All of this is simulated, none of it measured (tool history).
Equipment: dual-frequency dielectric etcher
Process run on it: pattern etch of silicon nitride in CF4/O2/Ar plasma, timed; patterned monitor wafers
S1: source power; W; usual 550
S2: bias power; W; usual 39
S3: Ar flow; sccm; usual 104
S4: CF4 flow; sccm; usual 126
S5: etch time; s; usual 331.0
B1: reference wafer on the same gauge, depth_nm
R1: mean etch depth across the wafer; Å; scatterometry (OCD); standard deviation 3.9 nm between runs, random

run,hour,S1,S2,S3,S4,S5,B1,R1
1,0.0,550,39,104,126,331.0,529.7,5517
# hour 46.0: Ar flow controller replaced
2,50.6,480,39,104,150,331.0,529.0,4918
# hour 65.9: gauge calibrated
3,90.0,480,39,104,150,331.0,548.9,5033
4,159.6,480,39,104,150,331.0,543.7,5068
# hour 177.8: source power generator calibrated
5,196.1,550,34,104,126,331.0,540.8,5339
# hour 227.4: bias power generator calibrated
6,262.1,480,39,104,150,331.0,540.5,4948
7,308.4,550,39,104,126,361.5,539.3,6232
# hour 362.5: upper electrode replaced
8,369.7,550,39,88,126,331.0,537.5,5816
# hour 413.1: wet clean of the chamber
9,456.1,550,39,104,126,331.0,532.6,5624
10,517.2,680,39,104,98,331.0,534.5,6788
# hour 563.0: CF4 flow controller replaced
11,574.1,550,48,104,126,379.5,531.6,7054
12,626.6,550,39,104,126,375.5,530.8,6357
13,675.3,610,43,104,126,331.0,528.9,6489
14,733.1,550,34,117,126,331.0,529.3,5148
15,777.8,550,42,123,126,331.0,531.1,5638
16,845.6,450,47,91,126,305.5,529.5,4551
17,885.1,550,30,104,126,368.0,528.0,5492
# hour 933.0: wet clean of the chamber
18,933.5,650,45,126,99,331.0,529.9,6757
19,971.0,550,39,80,126,409.5,529.5,7054
20,1003.5,440,39,104,154,331.0,528.8,4431
21,1039.5,550,39,104,126,331.0,528.9,5548

Results per run with the tool's hidden condition removed, run-to-run variation unchanged:
What the log doesn't record here: etch rate over this chamber's usual, %; source power that arrives over what is set, %; bias power that arrives over what is set, %; Ar flow that arrives over what is set, %; CF4 flow that arrives over what is set, %; gauge reads high (%).
run,R1
1,5713
2,5094
3,5028
4,5100
5,5392
6,5022
7,6346
8,5943
9,5769
10,6979
11,7266
12,6556
13,6700
14,5321
15,5832
16,4712
17,5689
18,7003
19,7314
20,4595
21,5756

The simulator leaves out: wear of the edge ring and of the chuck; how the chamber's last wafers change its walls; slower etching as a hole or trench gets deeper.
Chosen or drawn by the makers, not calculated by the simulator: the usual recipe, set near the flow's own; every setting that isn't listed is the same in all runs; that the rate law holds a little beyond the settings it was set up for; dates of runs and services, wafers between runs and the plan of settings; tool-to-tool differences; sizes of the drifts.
